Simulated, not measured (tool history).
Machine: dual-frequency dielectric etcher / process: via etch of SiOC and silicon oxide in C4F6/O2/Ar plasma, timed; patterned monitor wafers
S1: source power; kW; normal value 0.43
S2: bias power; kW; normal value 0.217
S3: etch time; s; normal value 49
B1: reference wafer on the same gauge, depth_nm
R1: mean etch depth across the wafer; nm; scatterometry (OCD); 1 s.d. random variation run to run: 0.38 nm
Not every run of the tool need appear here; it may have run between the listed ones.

{"run": 1, "hour": 0.0, "S1": 0.43, "S2": 0.217, "S3": 49, "B1": 77.8, "R1": 64.9}
{"run": 2, "hour": 86.3, "S1": 0.5, "S2": 0.217, "S3": 49, "B1": 77.7, "R1": 68.8}
{"run": 3, "hour": 185.5, "S1": 0.43, "S2": 0.217, "S3": 49, "B1": 77.9, "R1": 65.3}
{"hour": 221.6, "done": "bias power generator calibrated"}
{"run": 4, "hour": 263.5, "S1": 0.43, "S2": 0.217, "S3": 49, "B1": 77.7, "R1": 64.6}
{"hour": 293.2, "done": "wet clean of the chamber"}
{"hour": 305.2, "done": "upper electrode replaced"}
{"run": 5, "hour": 337.1, "S1": 0.43, "S2": 0.217, "S3": 49, "B1": 77.7, "R1": 65.1}
{"run": 6, "hour": 431.7, "S1": 0.43, "S2": 0.217, "S3": 49, "B1": 77.6, "R1": 64.9}
{"run": 7, "hour": 527.6, "S1": 0.43, "S2": 0.217, "S3": 49, "B1": 77.6, "R1": 65.7}
{"run": 8, "hour": 577.6, "S1": 0.35, "S2": 0.242, "S3": 42.5, "B1": 77.6, "R1": 52.9}
{"run": 9, "hour": 655.7, "S1": 0.47, "S2": 0.217, "S3": 49, "B1": 77.6, "R1": 67.6}
{"run": 10, "hour": 724.2, "S1": 0.43, "S2": 0.258, "S3": 49, "B1": 77.7, "R1": 67.6}
{"run": 11, "hour": 793.1, "S1": 0.37, "S2": 0.171, "S3": 49, "B1": 77.8, "R1": 57.7}
{"run": 12, "hour": 845.0, "S1": 0.43, "S2": 0.217, "S3": 39.5, "B1": 77.7, "R1": 52.5}
{"run": 13, "hour": 916.1, "S1": 0.47, "S2": 0.259, "S3": 55.5, "B1": 77.7, "R1": 79.4}
{"hour": 953.6, "done": "wet clean of the chamber"}
{"run": 14, "hour": 973.8, "S1": 0.43, "S2": 0.267, "S3": 41.5, "B1": 77.7, "R1": 57.4}
{"hour": 986.8, "done": "gauge calibrated"}
{"run": 15, "hour": 1164.2, "S1": 0.39, "S2": 0.251, "S3": 49, "B1": 77.8, "R1": 64.2}
{"run": 16, "hour": 1211.9, "S1": 0.43, "S2": 0.217, "S3": 49, "B1": 77.6, "R1": 64.6}
{"run": 17, "hour": 1283.9, "S1": 0.47, "S2": 0.194, "S3": 40.5, "B1": 77.7, "R1": 54.9}
{"run": 18, "hour": 1357.1, "S1": 0.43, "S2": 0.217, "S3": 49, "B1": 77.7, "R1": 65.1}
{"run": 19, "hour": 1407.8, "S1": 0.46, "S2": 0.248, "S3": 37, "B1": 77.6, "R1": 52}
{"run": 20, "hour": 1502.4, "S1": 0.39, "S2": 0.217, "S3": 49, "B1": 77.8, "R1": 61.6}
{"run": 21, "hour": 1577.9, "S1": 0.35, "S2": 0.267, "S3": 39, "B1": 77.6, "R1": 49.3}
{"run": 22, "hour": 1624.0, "S1": 0.52, "S2": 0.171, "S3": 57, "B1": 77.6, "R1": 78}
{"hour": 1670.1, "done": "wet clean of the chamber"}
{"run": 23, "hour": 1724.9, "S1": 0.43, "S2": 0.217, "S3": 49, "B1": 77.8, "R1": 65}
{"run": 24, "hour": 1815.1, "S1": 0.33, "S2": 0.217, "S3": 49, "B1": 77.7, "R1": 57.4}
{"run": 25, "hour": 1920.9, "S1": 0.43, "S2": 0.217, "S3": 49, "B1": 77.6, "R1": 64.9}
{"run": 26, "hour": 2004.3, "S1": 0.39, "S2": 0.251, "S3": 49, "B1": 77.7, "R1": 63.7}
{"run": 27, "hour": 2074.9, "S1": 0.4, "S2": 0.197, "S3": 58, "B1": 77.7, "R1": 73.1}
{"run": 28, "hour": 2165.5, "S1": 0.43, "S2": 0.217, "S3": 49, "B1": 77.8, "R1": 65.2}
{"run": 29, "hour": 2229.4, "S1": 0.43, "S2": 0.217, "S3": 49, "B1": 77.8, "R1": 64.8}

Below are 5 alternative next runs, each starting from the tool's condition after run 29. Predict each:
{"run": "A", "hour": 2229.8, "S1": 0.52, "S2": 0.217, "S3": 49, "B1": "?", "R1": "?"}
{"run": "B", "hour": 2229.8, "S1": 0.43, "S2": 0.185, "S3": 62, "B1": "?", "R1": "?"}
{"run": "C", "hour": 2229.8, "S1": 0.37, "S2": 0.271, "S3": 58, "B1": "?", "R1": "?"}
{"run": "D", "hour": 2229.8, "S1": 0.38, "S2": 0.242, "S3": 62.5, "B1": "?", "R1": "?"}
{"run": "E", "hour": 2229.8, "S1": 0.34, "S2": 0.217, "S3": 41, "B1": "?", "R1": "?"}

run=A B1=77.8 R1=70.3
run=B B1=77.8 R1=79.1
run=C B1=77.8 R1=75
run=D B1=77.8 R1=79.7
run=E B1=77.8 R1=48.5
With no hidden state in the tool, these same runs would have given:
run=A R1=70.3
run=B R1=79.1
run=C R1=75
run=D R1=79.7
run=E R1=48.5
